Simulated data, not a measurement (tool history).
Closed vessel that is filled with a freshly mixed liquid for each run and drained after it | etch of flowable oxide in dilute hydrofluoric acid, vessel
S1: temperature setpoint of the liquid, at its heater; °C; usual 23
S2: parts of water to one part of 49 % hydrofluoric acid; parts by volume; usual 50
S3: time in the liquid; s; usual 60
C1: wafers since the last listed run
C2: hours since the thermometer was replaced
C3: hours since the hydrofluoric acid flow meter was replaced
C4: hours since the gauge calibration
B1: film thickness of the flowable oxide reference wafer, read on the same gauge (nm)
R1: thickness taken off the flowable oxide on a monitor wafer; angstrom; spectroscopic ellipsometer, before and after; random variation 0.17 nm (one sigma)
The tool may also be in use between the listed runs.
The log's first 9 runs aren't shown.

run,hour,S1,S2,S3,C1,C2,C3,C4,B1,R1
10,685.7,23,50,60,5934,1465.5,1253.5,1874.2,150.03,535.3
# hour 943.2: gauge calibrated
# hour 995.2: thermometer replaced
11,1007.3,23,50,60,30538,12.1,1575.1,64.1,149.96,544.5
12,1094.8,23,50,60,8334,99.6,1662.6,151.6,150.01,545.9
13,1135.6,23,50,60,3886,140.4,1703.4,192.4,150.01,544.7
14,1205.4,23,50,60,6648,210.2,1773.2,262.2,150.02,544.8
15,1311.4,21,35,75,10096,316.2,1879.2,368.2,149.99,910.5
16,1416.4,23,50,60,10001,421.2,1984.2,473.2,150,540.3
17,1462.6,23,50,60,4400,467.4,2030.4,519.4,150,541
# hour 1490.4: hydrofluoric acid flow meter replaced
18,1544.3,18,35,60,7686,549.1,53.9,601.1,149.98,635.5
19,1599.9,21.5,35,90,5296,604.7,109.5,656.7,150.03,1109.1
20,1699.7,26,35,35,9506,704.5,209.3,756.5,149.99,519.9
21,1790.4,25,50,45,8639,795.2,300,847.2,150.01,439.2
22,1827.8,23,50,60,3562,832.6,337.4,884.6,150,541.3
23,1940.5,27,70,40,10735,945.3,450.1,997.3,150.01,294.4
24,2032.1,21,50,60,8725,1036.9,541.7,1088.9,150,495.8
25,2070.3,23,50,60,3638,1075.1,579.9,1127.1,150,537.8
26,2385,18.5,65,45,29976,1389.8,894.6,1441.8,149.99,250.5
# hour 2490.7: thermometer replaced
27,2709,20.5,50,60,30766,218.3,1218.6,1765.8,150.03,489.5
28,2774.8,25,40,30,6267,284.1,1284.4,1831.6,149.99,376.4
29,2856.9,27,70,40,7820,366.2,1366.5,1913.7,149.97,297.3
# hour 2893.5: gauge calibrated
30,2956.8,23,50,60,9515,466.1,1466.4,63.3,150.02,540.8
31,3037.4,23,50,60,7677,546.7,1547,143.9,150.01,544.2
32,3114,20,60,60,7296,623.3,1623.6,220.5,149.98,394.3

5 ways to go on from here, each from the tool as it stands after run 32. What would each give?
A,3114.7,23,50,60,66,624,1624.3,221.2,?,?
B,3114.7,23,35,60,66,624,1624.3,221.2,?,?
C,3114.7,27,60,60,66,624,1624.3,221.2,?,?
D,3114.7,26.5,55,60,66,624,1624.3,221.2,?,?
E,3114.7,26.5,50,90,66,624,1624.3,221.2,?,?

run,B1,R1
A,150.01,541
B,150.01,788
C,150.01,523.5
D,150.01,563.7
E,150.01,936.6
Without the tool's hidden state the same runs would have given:
run,R1
A,546.2
B,795.6
C,528.3
D,568.9
E,945.4

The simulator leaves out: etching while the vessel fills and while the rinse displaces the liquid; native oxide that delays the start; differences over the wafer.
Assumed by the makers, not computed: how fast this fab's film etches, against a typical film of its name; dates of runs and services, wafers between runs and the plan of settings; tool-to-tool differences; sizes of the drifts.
